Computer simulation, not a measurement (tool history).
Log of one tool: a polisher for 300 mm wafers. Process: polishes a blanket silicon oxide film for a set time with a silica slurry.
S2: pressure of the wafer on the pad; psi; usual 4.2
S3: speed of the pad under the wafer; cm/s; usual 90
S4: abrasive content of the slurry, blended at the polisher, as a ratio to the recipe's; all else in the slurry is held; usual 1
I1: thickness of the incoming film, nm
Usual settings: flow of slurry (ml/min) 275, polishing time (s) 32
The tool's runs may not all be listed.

Run 1, hour 0: usual settings; I1 1298.1. Result: film removed (nm) 70.8.
At hour 20.5: worn pad replaced by a new one.
Run 2, hour 21: usual settings but polishing time (s) 25; I1 1305.3. Result: film removed (nm) 63.4.
Run 3, hour 30.9: usual settings but polishing time (s) 25; I1 1288.5. Result: film removed (nm) 61.
Run 4, hour 49.4: usual settings but polishing time (s) 25; I1 1295.1. Result: film removed (nm) 61.2.
Run 5, hour 62.3: usual settings but S2 3.7 psi, S3 104 cm/s; I1 1282.2. Result: film removed (nm) 72.2.
Run 6, hour 92.4: usual settings but S2 3.7 psi, S3 104 cm/s; I1 1276. Result: film removed (nm) 70.2.
At hour 94.8: head pressure recalibrated.
Run 7, hour 107.2: usual settings but S2 3.9 psi; I1 1294.6. Result: film removed (nm) 66.6.
Run 8, hour 115.4: usual settings but S2 3.9 psi; I1 1271.1. Result: film removed (nm) 66.2.
At hour 152.9: slurry blender recalibrated.
Run 9, hour 166: usual settings but S2 3.9 psi; I1 1308.1. Result: film removed (nm) 63.5.
Run 10, hour 181.8: usual settings; I1 1293.9. Result: film removed (nm) 67.5.
Run 11, hour 193.3: usual settings but S2 3.7 psi, S3 104 cm/s; I1 1286.7. Result: film removed (nm) 65.9.
At hour 199.3: worn pad replaced by a new one.
Run 12, hour 200.3: usual settings but flow of slurry (ml/min) 340, S2 5.6 psi, S4 1.1; I1 1289.9. Result: film removed (nm) 106.7.
Run 13, hour 216.8: usual settings but S4 1.25; I1 1302.4. Result: film removed (nm) 83.7.
Run 14, hour 232.5: usual settings but flow of slurry (ml/min) 215, S2 3.5 psi, S4 1.2; I1 1319.5. Result: film removed (nm) 68.3.
At hour 239: slurry nozzle cleaned.
At hour 244.1: conditioning disc replaced and pad reconditioned.
Run 15, hour 250: usual settings but S4 0.85; I1 1294.2. Result: film removed (nm) 77.3.
Run 16, hour 289.7: usual settings but flow of slurry (ml/min) 320; I1 1292.6. Result: film removed (nm) 82.
Run 17, hour 301.3: usual settings but S3 102 cm/s, S4 1.1, polishing time (s) 23; I1 1293.8. Result: film removed (nm) 63.
Run 18, hour 307.9: usual settings but S2 5.1 psi, polishing time (s) 42; I1 1299.7. Result: film removed (nm) 122.7.

4 ways to go on from here, each from the tool as it stands after run 18. What would each give?
Run A, hour 308.3: usual settings; I1 1285. Result: film removed (nm) ?.
Run B, hour 308.3: usual settings but flow of slurry (ml/min) 250, S3 116 cm/s, S4 1.2; I1 1285. Result: film removed (nm) ?.
Run C, hour 308.3: usual settings but flow of slurry (ml/min) 345, S2 5.3 psi, S4 0.8; I1 1285. Result: film removed (nm) ?.
Run D, hour 308.3: usual settings but S2 4.6 psi, polishing time (s) 25; I1 1285. Result: film removed (nm) ?.

run  film removed (nm)
  A               78.3
  B              101.2
  C               88.2
  D               66.7
Without the tool's hidden state the same runs would have given:
run  film removed (nm)
  A               93.2
  B              121.9
  C              106.2
  D               79.7
